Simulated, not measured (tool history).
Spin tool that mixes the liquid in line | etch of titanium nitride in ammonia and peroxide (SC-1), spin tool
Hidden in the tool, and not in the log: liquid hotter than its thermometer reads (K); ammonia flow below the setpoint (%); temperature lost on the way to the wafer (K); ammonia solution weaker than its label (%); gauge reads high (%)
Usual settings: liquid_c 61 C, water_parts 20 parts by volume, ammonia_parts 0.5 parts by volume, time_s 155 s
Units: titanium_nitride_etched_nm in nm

| run | day | liquid_c | water_parts | ammonia_parts | time_s | wafers since the last listed run | hours since the thermometer was replaced | hours since the ammonia flow meter was replaced | hours since the heated supply line was repaired | hours since the drum of ammonia solution was connected | hours since the gauge calibration | read-back film thickness of the titanium nitride reference wafer, read on the same gauge (nm) | titanium_nitride_etched_nm |
|---|---|---|---|---|---|---|---|---|---|---|---|---|---|
| 1 | 0 | 68 | 20 | 0.3 | 155 | 0 | 561.9 | 1216.3 | 975.2 | 924.4 | 222.3 | 120 | 18.3 |
| 2 | 2.3 | 68 | 20 | 0.3 | 155 | 307 | 617.1 | 1271.5 | 1030.4 | 979.6 | 277.5 | 120 | 18.29 |
|  | 4.338 | new drum of ammonia solution connected |
| 3 | 6.729 | 61 | 20 | 0.5 | 155 | 586 | 723.4 | 1377.8 | 1136.7 | 57.4 | 383.8 | 120 | 12.92 |
| 4 | 9.175 | 61 | 20 | 0.5 | 155 | 327 | 782.1 | 1436.5 | 1195.4 | 116.1 | 442.5 | 120.01 | 12.89 |
| 5 | 13.225 | 64.5 | 15 | 0.5 | 155 | 541 | 879.3 | 1533.7 | 1292.6 | 213.3 | 539.7 | 119.99 | 19.01 |
| 6 | 16.646 | 64.5 | 15 | 0.5 | 155 | 457 | 961.4 | 1615.8 | 1374.7 | 295.4 | 621.8 | 120 | 19.01 |
| 7 | 20.229 | 64.5 | 15 | 0.5 | 155 | 479 | 1047.4 | 1701.8 | 1460.7 | 381.4 | 707.8 | 120 | 18.94 |
| 8 | 24.054 | 63.5 | 14 | 0.45 | 240 | 511 | 1139.2 | 1793.6 | 1552.5 | 473.2 | 799.6 | 119.99 | 28 |
| 9 | 25.771 | 65 | 14.5 | 0.5 | 155 | 229 | 1180.4 | 1834.8 | 1593.7 | 514.4 | 840.8 | 120.01 | 19.87 |
| 10 | 28.092 | 61 | 16 | 0.55 | 155 | 310 | 1236.1 | 1890.5 | 1649.4 | 570.1 | 896.5 | 120.01 | 14.84 |
| 11 | 30.133 | 61 | 20 | 0.5 | 155 | 273 | 1285.1 | 1939.5 | 1698.4 | 619.1 | 945.5 | 119.99 | 12.91 |
| 12 | 32.204 | 70 | 12.5 | 0.5 | 155 | 276 | 1334.8 | 1989.2 | 1748.1 | 668.8 | 995.2 | 120 | 29.54 |
| 13 | 34.304 | 52.5 | 20 | 0.4 | 155 | 280 | 1385.2 | 2039.6 | 1798.5 | 719.2 | 1045.6 | 120.01 | 7.02 |
|  | 35.246 | ammonia flow meter replaced |
|  | 35.55 | heated supply line repaired |
| 14 | 36.858 | 61 | 25.5 | 0.65 | 215 | 330 | 1446.5 | 38.7 | 31.4 | 780.5 | 1106.9 | 120 | 16.42 |
|  | 37 | thermometer replaced |
| 15 | 38.746 | 66 | 12 | 0.5 | 155 | 246 | 41.9 | 84 | 76.7 | 825.8 | 1152.2 | 120.01 | 23.52 |
| 16 | 41.088 | 61 | 17 | 0.5 | 155 | 313 | 98.1 | 140.2 | 132.9 | 882 | 1208.4 | 120.01 | 14.24 |
|  | 41.554 | new drum of ammonia solution connected |
| 17 | 44.233 | 52.5 | 20 | 0.7 | 215 | 415 | 173.6 | 215.7 | 208.4 | 64.3 | 1283.9 | 120.01 | 10.79 |
| 18 | 46.442 | 55.5 | 20 | 0.5 | 155 | 295 | 226.6 | 268.7 | 261.4 | 117.3 | 1336.9 | 120 | 8.95 |
| 19 | 48.5 | 61 | 20 | 0.5 | 155 | 275 | 276 | 318.1 | 310.8 | 166.7 | 1386.3 | 120 | 12.9 |
| 20 | 50.325 | 61 | 20 | 0.5 | 155 | 244 | 319.8 | 361.9 | 354.6 | 210.5 | 1430.1 | 120.01 | 13 |
| 21 | 53.588 | 61 | 20 | 0.5 | 155 | 436 | 398.1 | 440.2 | 432.9 | 288.8 | 1508.4 | 120.01 | 12.89 |
| 22 | 55.958 | 61 | 23.5 | 0.65 | 155 | 317 | 455 | 497.1 | 489.8 | 345.7 | 1565.3 | 120 | 12.36 |
| 23 | 58.692 | 67.5 | 29.5 | 0.45 | 155 | 365 | 520.6 | 562.7 | 555.4 | 411.3 | 1630.9 | 120 | 15.34 |
| 24 | 61.058 | 61 | 11 | 0.5 | 155 | 316 | 577.4 | 619.5 | 612.2 | 468.1 | 1687.7 | 120.01 | 17.96 |

Forecast each of these 4 alternatives for the next run:
| A | 61.079 | 61 | 20 | 0.4 | 155 | 2 | 577.9 | 620 | 612.7 | 468.6 | 1688.2 | ? | ? |
| B | 61.079 | 53.5 | 15.5 | 0.25 | 130 | 2 | 577.9 | 620 | 612.7 | 468.6 | 1688.2 | ? | ? |
| C | 61.079 | 61 | 20 | 0.5 | 215 | 2 | 577.9 | 620 | 612.7 | 468.6 | 1688.2 | ? | ? |
| D | 61.079 | 69 | 15 | 0.5 | 85 | 2 | 577.9 | 620 | 612.7 | 468.6 | 1688.2 | ? | ? |

| run | read-back film thickness of the titanium nitride reference wafer, read on the same gauge (nm) | titanium_nitride_etched_nm |
|---|---|---|
| A | 120 | 12.36 |
| B | 120 | 6.63 |
| C | 120 | 17.88 |
| D | 120 | 13.79 |
Without the tool's hidden state the same runs would have given:
| run | titanium_nitride_etched_nm |
|---|---|
| A | 12.36 |
| B | 6.63 |
| C | 17.88 |
| D | 13.79 |
